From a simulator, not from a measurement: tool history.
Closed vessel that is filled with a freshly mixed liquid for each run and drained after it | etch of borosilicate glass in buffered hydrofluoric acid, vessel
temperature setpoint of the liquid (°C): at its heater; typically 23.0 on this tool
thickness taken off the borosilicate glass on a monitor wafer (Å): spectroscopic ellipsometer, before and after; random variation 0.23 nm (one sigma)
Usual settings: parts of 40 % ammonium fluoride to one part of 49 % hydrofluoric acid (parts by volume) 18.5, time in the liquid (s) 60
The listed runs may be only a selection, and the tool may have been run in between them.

| run | hour | temperature setpoint of the liquid (°C) | parts of 40 % ammonium fluoride to one part of 49 % hydrofluoric acid (parts by volume) | time in the liquid (s) | wafers since the last listed run | hours since the thermometer was replaced | hours since the hydrofluoric acid flow meter was replaced | hours since the gauge calibration | read-back film thickness of the borosilicate glass reference wafer, read on the same gauge (nm) | thickness taken off the borosilicate glass on a monitor wafer (Å) |
|---|---|---|---|---|---|---|---|---|---|---|
| 1 | 0.0 | 23.0 | 18.5 | 60 | 0 | 937.6 | 570.0 | 1577.0 | 140.02 | 328.6 |
| 2 | 88.7 | 23.0 | 18.5 | 60 | 12505 | 1026.3 | 658.7 | 1665.7 | 140.06 | 323.9 |
|  | 155.8 | hydrofluoric acid flow meter replaced |
| 3 | 193.8 | 23.0 | 18.5 | 60 | 14677 | 1131.4 | 38.0 | 1770.8 | 140.01 | 348.1 |
| 4 | 231.6 | 23.0 | 18.5 | 60 | 5329 | 1169.2 | 75.8 | 1808.6 | 139.97 | 346.5 |
| 5 | 299.6 | 23.0 | 18.5 | 60 | 9587 | 1237.2 | 143.8 | 1876.6 | 139.98 | 338.7 |
| 6 | 369.1 | 23.0 | 18.5 | 60 | 9798 | 1306.7 | 213.3 | 1946.1 | 140.04 | 338.8 |
| 7 | 438.0 | 23.0 | 18.5 | 60 | 9714 | 1375.6 | 282.2 | 2015.0 | 139.99 | 330.7 |
| 8 | 503.8 | 23.0 | 18.5 | 60 | 9277 | 1441.4 | 348.0 | 2080.8 | 139.95 | 329.8 |
| 9 | 586.3 | 23.0 | 18.5 | 60 | 11631 | 1523.9 | 430.5 | 2163.3 | 139.99 | 329.6 |
| 10 | 687.2 | 23.0 | 18.5 | 60 | 14226 | 1624.8 | 531.4 | 2264.2 | 140.00 | 322.9 |
| 11 | 752.1 | 23.0 | 18.5 | 60 | 9150 | 1689.7 | 596.3 | 2329.1 | 140.03 | 321.3 |
| 12 | 834.7 | 21.0 | 18.5 | 30 | 11645 | 1772.3 | 678.9 | 2411.7 | 139.99 | 143.2 |
|  | 871.6 | thermometer replaced |
| 13 | 872.1 | 25.5 | 16.0 | 80 | 5132 | 0.5 | 716.3 | 2449.1 | 139.98 | 576.3 |
|  | 931.4 | hydrofluoric acid flow meter replaced |
| 14 | 941.1 | 23.0 | 18.5 | 85 | 9587 | 69.5 | 9.7 | 2518.1 | 140.01 | 499.8 |
| 15 | 993.2 | 19.0 | 18.5 | 45 | 7345 | 121.6 | 61.8 | 2570.2 | 139.98 | 211.0 |
| 16 | 1041.3 | 23.0 | 18.5 | 40 | 6781 | 169.7 | 109.9 | 2618.3 | 139.96 | 233.7 |
| 17 | 1091.3 | 23.0 | 18.5 | 60 | 7049 | 219.7 | 159.9 | 2668.3 | 140.02 | 347.4 |
| 18 | 1173.7 | 19.0 | 11.0 | 45 | 11617 | 302.1 | 242.3 | 2750.7 | 140.02 | 346.7 |
| 19 | 1269.0 | 23.0 | 25.5 | 60 | 13436 | 397.4 | 337.6 | 2846.0 | 140.00 | 272.1 |
|  | 1319.9 | gauge calibrated |
| 20 | 1330.4 | 19.5 | 18.5 | 35 | 8656 | 458.8 | 399.0 | 10.5 | 140.00 | 163.3 |
| 21 | 1436.7 | 28.0 | 22.5 | 60 | 14987 | 565.1 | 505.3 | 116.8 | 140.00 | 381.9 |
| 22 | 1494.7 | 23.0 | 18.5 | 60 | 8177 | 623.1 | 563.3 | 174.8 | 140.00 | 329.9 |
| 23 | 1530.9 | 23.0 | 18.5 | 60 | 5103 | 659.3 | 599.5 | 211.0 | 140.00 | 330.8 |
| 24 | 1607.0 | 20.0 | 14.0 | 45 | 10729 | 735.4 | 675.6 | 287.1 | 140.00 | 271.8 |
| 25 | 1652.0 | 23.0 | 18.5 | 60 | 6344 | 780.4 | 720.6 | 332.1 | 140.02 | 324.5 |
|  | 1713.2 | hydrofluoric acid flow meter replaced |
| 26 | 1724.6 | 23.0 | 18.5 | 80 | 10095 | 853.0 | 11.4 | 404.7 | 140.01 | 473.6 |
| 27 | 1816.4 | 26.5 | 23.0 | 80 | 12943 | 944.8 | 103.2 | 496.5 | 139.97 | 469.9 |
| 28 | 1883.4 | 23.0 | 18.5 | 60 | 9446 | 1011.8 | 170.2 | 563.5 | 139.98 | 345.9 |
| 29 | 1952.5 | 19.0 | 22.5 | 60 | 9742 | 1080.9 | 239.3 | 632.6 | 139.95 | 235.8 |
| 30 | 2016.4 | 23.0 | 18.5 | 60 | 9009 | 1144.8 | 303.2 | 696.5 | 140.00 | 337.6 |
| 31 | 2113.8 | 23.0 | 25.0 | 60 | 13732 | 1242.2 | 400.6 | 793.9 | 139.97 | 268.6 |
| 32 | 2187.6 | 20.0 | 12.0 | 85 | 10405 | 1316.0 | 474.4 | 867.7 | 140.01 | 603.8 |
| 33 | 2231.3 | 23.0 | 18.5 | 60 | 6161 | 1359.7 | 518.1 | 911.4 | 139.97 | 328.6 |

Forecast each of these 3 alternatives for the next run:
| A | 2232.0 | 23.0 | 18.5 | 60 | 98 | 1360.4 | 518.8 | 912.1 | ? | ? |
| B | 2232.0 | 25.0 | 24.0 | 60 | 98 | 1360.4 | 518.8 | 912.1 | ? | ? |
| C | 2232.0 | 20.0 | 13.0 | 60 | 98 | 1360.4 | 518.8 | 912.1 | ? | ? |

| run | read-back film thickness of the borosilicate glass reference wafer, read on the same gauge (nm) | thickness taken off the borosilicate glass on a monitor wafer (Å) |
|---|---|---|
| A | 140.04 | 325.9 |
| B | 140.04 | 301.5 |
| C | 140.04 | 392.5 |
With the hidden condition removed and each run's random variation left untouched, the same runs would have given:
| run | thickness taken off the borosilicate glass on a monitor wafer (Å) |
|---|---|
| A | 356.1 |
| B | 323.5 |
| C | 429.0 |
